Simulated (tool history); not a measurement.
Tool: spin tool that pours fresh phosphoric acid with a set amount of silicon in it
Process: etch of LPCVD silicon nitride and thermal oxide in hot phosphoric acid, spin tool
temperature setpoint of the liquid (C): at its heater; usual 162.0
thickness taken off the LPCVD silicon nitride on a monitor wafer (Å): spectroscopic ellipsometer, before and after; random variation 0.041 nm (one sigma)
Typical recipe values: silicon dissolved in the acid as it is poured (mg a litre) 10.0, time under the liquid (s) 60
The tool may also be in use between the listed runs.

run,day,temperature setpoint of the liquid (C),silicon dissolved in the acid as it is poured (mg a litre),time under the liquid (s),"read-back film thickness of the LPCVD silicon nitride reference wafer, read on the same gauge (nm)",thickness taken off the LPCVD silicon nitride on a monitor wafer (Å)
1,0.000,162.0,13.5,60,90.00,63.1
2,0.538,160.0,10.0,60,90.00,58.9
3,1.200,162.0,10.0,60,90.00,63.2
4,1.904,162.0,10.0,60,90.01,63.2
# day 2.246: thermometer replaced
5,2.346,162.0,10.0,60,90.00,69.6
6,2.942,162.0,10.0,60,90.01,70.5
7,3.358,162.0,10.0,60,89.99,69.7
# day 3.717: gauge calibrated
8,3.804,162.0,10.0,60,90.00,70.0
# day 3.996: heated supply line repaired
9,4.246,164.0,3.0,60,89.97,74.0
10,4.900,160.5,3.0,80,89.99,88.4
11,5.171,162.0,10.0,60,90.00,69.0
12,5.754,162.0,5.5,45,89.99,51.6
13,6.008,162.0,4.0,60,90.03,69.9
14,6.329,162.0,10.0,60,89.97,68.9
15,6.829,162.0,10.0,60,90.00,69.9
16,7.325,161.0,16.5,85,90.00,95.6
# day 7.392: dissolved silicon flow meter replaced
17,8.067,162.0,13.5,60,89.99,69.5
18,8.600,162.0,10.0,60,90.00,68.6
19,9.229,162.0,14.0,70,90.00,79.8
20,9.804,162.0,10.0,60,90.00,68.6
21,11.046,160.0,5.0,75,89.99,80.1
22,11.388,162.0,6.0,45,90.00,51.4
23,12.079,161.0,13.5,40,90.01,44.2

Forecast each of these 3 alternatives for the next run:
A,12.096,162.0,10.0,60,?,?
B,12.096,162.0,3.0,60,?,?
C,12.096,164.5,4.5,70,?,?

run,"read-back film thickness of the LPCVD silicon nitride reference wafer, read on the same gauge (nm)",thickness taken off the LPCVD silicon nitride on a monitor wafer (Å)
A,90.01,67.7
B,90.01,67.7
C,90.01,85.8
With the hidden condition removed and each run's random variation left untouched, the same runs would have given:
run,thickness taken off the LPCVD silicon nitride on a monitor wafer (Å)
A,69.1
B,69.1
C,87.6

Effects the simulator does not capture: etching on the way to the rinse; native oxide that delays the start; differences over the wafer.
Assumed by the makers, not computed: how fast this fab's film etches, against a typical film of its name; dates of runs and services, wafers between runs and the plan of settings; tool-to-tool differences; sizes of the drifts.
